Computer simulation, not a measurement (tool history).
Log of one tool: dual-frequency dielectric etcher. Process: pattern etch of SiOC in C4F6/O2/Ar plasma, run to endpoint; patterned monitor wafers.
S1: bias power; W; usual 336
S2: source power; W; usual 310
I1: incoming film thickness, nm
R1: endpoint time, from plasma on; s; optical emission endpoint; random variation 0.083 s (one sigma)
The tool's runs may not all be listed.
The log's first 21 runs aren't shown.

run	hour	S1	S2	I1	R1
22	296.2	267	230	30.04	15.8
23	308.7	336	310	29.83	12.9
24	323.2	336	380	30.09	12.4
25	334.4	293	310	29.96	13.8
26	347.7	413	310	29.96	11.9
27	364.2	336	310	29.77	13.1
28	376.2	336	310	29.62	12.9
29	387.4	336	310	29.62	13
30	402	389	260	30.17	13.1

4 ways to go on from here, each from the tool as it stands after run 30. What would each give?
A	402.4	261	310	29.88	?
B	402.4	297	380	29.88	?
C	402.4	286	250	29.88	?
D	402.4	278	310	29.88	?

run	R1
A	14.6
B	12.9
C	14.9
D	14.2
Without the tool's hidden state the same runs would have given:
run	R1
A	14.4
B	12.8
C	14.8
D	14

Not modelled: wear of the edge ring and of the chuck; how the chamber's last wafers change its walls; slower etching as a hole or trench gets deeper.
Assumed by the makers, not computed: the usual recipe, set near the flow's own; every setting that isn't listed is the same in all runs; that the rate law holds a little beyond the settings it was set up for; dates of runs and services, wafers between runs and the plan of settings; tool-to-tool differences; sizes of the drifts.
